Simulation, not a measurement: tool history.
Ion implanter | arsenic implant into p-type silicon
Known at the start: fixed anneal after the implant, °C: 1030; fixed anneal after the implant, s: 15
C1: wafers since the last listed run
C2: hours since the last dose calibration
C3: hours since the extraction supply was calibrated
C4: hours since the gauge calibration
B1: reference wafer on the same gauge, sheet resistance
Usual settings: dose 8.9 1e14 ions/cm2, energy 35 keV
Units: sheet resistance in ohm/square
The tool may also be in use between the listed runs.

{"run": 1, "hour": 0.0, "dose": 8.9, "energy": 35, "C1": 0, "C2": 797.1, "C3": 4212.2, "C4": 1651.9, "B1": 127.97, "sheet resistance": 122.77}
{"run": 2, "hour": 58.2, "dose": 8.9, "energy": 35, "C1": 894, "C2": 855.3, "C3": 4270.4, "C4": 1710.1, "B1": 127.86, "sheet resistance": 123.19}
{"run": 3, "hour": 118.1, "dose": 8.9, "energy": 35, "C1": 920, "C2": 915.2, "C3": 4330.3, "C4": 1770, "B1": 127.92, "sheet resistance": 123.04}
{"run": 4, "hour": 190.0, "dose": 8.9, "energy": 30, "C1": 1105, "C2": 987.1, "C3": 4402.2, "C4": 1841.9, "B1": 127.99, "sheet resistance": 126.79}
{"run": 5, "hour": 242.2, "dose": 8.9, "energy": 39.5, "C1": 802, "C2": 1039.3, "C3": 4454.4, "C4": 1894.1, "B1": 128, "sheet resistance": 120.34}
{"run": 6, "hour": 289.0, "dose": 8.9, "energy": 35, "C1": 719, "C2": 1086.1, "C3": 4501.2, "C4": 1940.9, "B1": 127.98, "sheet resistance": 123.14}
{"run": 7, "hour": 321.3, "dose": 8.9, "energy": 35, "C1": 496, "C2": 1118.4, "C3": 4533.5, "C4": 1973.2, "B1": 128.17, "sheet resistance": 123.47}
{"run": 8, "hour": 349.3, "dose": 8.9, "energy": 35, "C1": 430, "C2": 1146.4, "C3": 4561.5, "C4": 2001.2, "B1": 127.93, "sheet resistance": 123.33}
{"run": 9, "hour": 406.7, "dose": 8.9, "energy": 35, "C1": 882, "C2": 1203.8, "C3": 4618.9, "C4": 2058.6, "B1": 128.01, "sheet resistance": 123.4}
{"run": 10, "hour": 444.4, "dose": 8.9, "energy": 35, "C1": 579, "C2": 1241.5, "C3": 4656.6, "C4": 2096.3, "B1": 128.09, "sheet resistance": 123.11}
{"run": 11, "hour": 513.9, "dose": 8.9, "energy": 35, "C1": 1068, "C2": 1311, "C3": 4726.1, "C4": 2165.8, "B1": 127.9, "sheet resistance": 123.1}
{"run": 12, "hour": 578.6, "dose": 8.9, "energy": 35, "C1": 994, "C2": 1375.7, "C3": 4790.8, "C4": 2230.5, "B1": 128.09, "sheet resistance": 123.44}
{"run": 13, "hour": 641.7, "dose": 8.9, "energy": 35, "C1": 969, "C2": 1438.8, "C3": 4853.9, "C4": 2293.6, "B1": 127.96, "sheet resistance": 123.61}
{"hour": 758.6, "done": "gauge calibrated"}
{"run": 14, "hour": 812.8, "dose": 8.9, "energy": 35, "C1": 2629, "C2": 1609.9, "C3": 5025, "C4": 54.2, "B1": 128.06, "sheet resistance": 123.4}
{"run": 15, "hour": 855.9, "dose": 8.9, "energy": 35, "C1": 662, "C2": 1653, "C3": 5068.1, "C4": 97.3, "B1": 128.01, "sheet resistance": 123.49}
{"run": 16, "hour": 967.9, "dose": 8.9, "energy": 35, "C1": 1721, "C2": 1765, "C3": 5180.1, "C4": 209.3, "B1": 128.18, "sheet resistance": 123.64}
{"run": 17, "hour": 1007.5, "dose": 9.75, "energy": 43.5, "C1": 608, "C2": 1804.6, "C3": 5219.7, "C4": 248.9, "B1": 127.98, "sheet resistance": 110.91}
{"run": 18, "hour": 1062.8, "dose": 8.9, "energy": 35, "C1": 849, "C2": 1859.9, "C3": 5275, "C4": 304.2, "B1": 127.98, "sheet resistance": 122.97}
{"run": 19, "hour": 1174.2, "dose": 8.9, "energy": 35, "C1": 1712, "C2": 1971.3, "C3": 5386.4, "C4": 415.6, "B1": 127.97, "sheet resistance": 123.63}
{"run": 20, "hour": 1203.6, "dose": 8.9, "energy": 38.5, "C1": 451, "C2": 2000.7, "C3": 5415.8, "C4": 445, "B1": 128, "sheet resistance": 121.42}
{"run": 21, "hour": 1257.1, "dose": 8.9, "energy": 46.5, "C1": 822, "C2": 2054.2, "C3": 5469.3, "C4": 498.5, "B1": 127.98, "sheet resistance": 118.05}
{"run": 22, "hour": 1316.2, "dose": 8.9, "energy": 35, "C1": 908, "C2": 2113.3, "C3": 5528.4, "C4": 557.6, "B1": 128.02, "sheet resistance": 123.29}
{"hour": 1332.1, "done": "Faraday cup replaced and dose calibrated"}
{"run": 23, "hour": 1350.1, "dose": 8.9, "energy": 35, "C1": 398, "C2": 18, "C3": 5562.3, "C4": 591.5, "B1": 127.96, "sheet resistance": 122.41}
{"run": 24, "hour": 1414.1, "dose": 6.57, "energy": 35, "C1": 983, "C2": 82, "C3": 5626.3, "C4": 655.5, "B1": 128.06, "sheet resistance": 152.28}
{"run": 25, "hour": 1478.9, "dose": 9.95, "energy": 35, "C1": 995, "C2": 146.8, "C3": 5691.1, "C4": 720.3, "B1": 127.96, "sheet resistance": 113.2}
{"run": 26, "hour": 1531.4, "dose": 8.9, "energy": 35, "C1": 806, "C2": 199.3, "C3": 5743.6, "C4": 772.8, "B1": 128.01, "sheet resistance": 122.64}
{"run": 27, "hour": 1568.6, "dose": 9.95, "energy": 35, "C1": 571, "C2": 236.5, "C3": 5780.8, "C4": 810, "B1": 128.03, "sheet resistance": 114.04}
{"hour": 1587.6, "done": "extraction supply calibrated"}
{"run": 28, "hour": 1639.5, "dose": 7.4, "energy": 43, "C1": 966, "C2": 307.4, "C3": 51.9, "C4": 880.9, "B1": 128.02, "sheet resistance": 135.18}
{"run": 29, "hour": 1704.5, "dose": 10.29, "energy": 35, "C1": 999, "C2": 372.4, "C3": 116.9, "C4": 945.9, "B1": 127.89, "sheet resistance": 111.64}
{"run": 30, "hour": 1761.2, "dose": 7.45, "energy": 35, "C1": 871, "C2": 429.1, "C3": 173.6, "C4": 1002.6, "B1": 128.07, "sheet resistance": 139.53}
{"run": 31, "hour": 1801.6, "dose": 11.33, "energy": 27.5, "C1": 620, "C2": 469.5, "C3": 214, "C4": 1043, "B1": 127.89, "sheet resistance": 110.93}
{"run": 32, "hour": 1851.4, "dose": 11.03, "energy": 25.5, "C1": 765, "C2": 519.3, "C3": 263.8, "C4": 1092.8, "B1": 127.98, "sheet resistance": 114.37}
{"run": 33, "hour": 1895.3, "dose": 6.39, "energy": 24.5, "C1": 674, "C2": 563.2, "C3": 307.7, "C4": 1136.7, "B1": 127.93, "sheet resistance": 165.48}
{"run": 34, "hour": 1936.4, "dose": 6.44, "energy": 27, "C1": 631, "C2": 604.3, "C3": 348.8, "C4": 1177.8, "B1": 128.03, "sheet resistance": 162.66}
{"run": 35, "hour": 1974.7, "dose": 7.18, "energy": 29, "C1": 588, "C2": 642.6, "C3": 387.1, "C4": 1216.1, "B1": 128.09, "sheet resistance": 148.77}
{"run": 36, "hour": 2032.8, "dose": 6.56, "energy": 42, "C1": 893, "C2": 700.7, "C3": 445.2, "C4": 1274.2, "B1": 127.99, "sheet resistance": 148.88}

The tool's hidden state at each run:
deviation of the true energy from its setpoint, %: 0 in every run
gauge reads high (%): 0 in every run
H1: deviation of the true dose from the Faraday cup's reading, %
run=1 H1=-0.915
run=2 H1=-0.953
run=3 H1=-0.99
run=4 H1=-1.03
run=5 H1=-1.06
run=6 H1=-1.08
run=7 H1=-1.1
run=8 H1=-1.11
run=9 H1=-1.13
run=10 H1=-1.15
run=11 H1=-1.17
run=12 H1=-1.2
run=13 H1=-1.22
run=14 H1=-1.26
run=15 H1=-1.27
run=16 H1=-1.3
run=17 H1=-1.31
run=18 H1=-1.32
run=19 H1=-1.34
run=20 H1=-1.34
run=21 H1=-1.35
run=22 H1=-1.36
run=23 H1=-0.0805
run=24 H1=-0.192
run=25 H1=-0.296
run=26 H1=-0.374
run=27 H1=-0.426
run=28 H1=-0.52
run=29 H1=-0.598
run=30 H1=-0.662
run=31 H1=-0.704
run=32 H1=-0.754
run=33 H1=-0.795
run=34 H1=-0.832
run=35 H1=-0.864
run=36 H1=-0.911
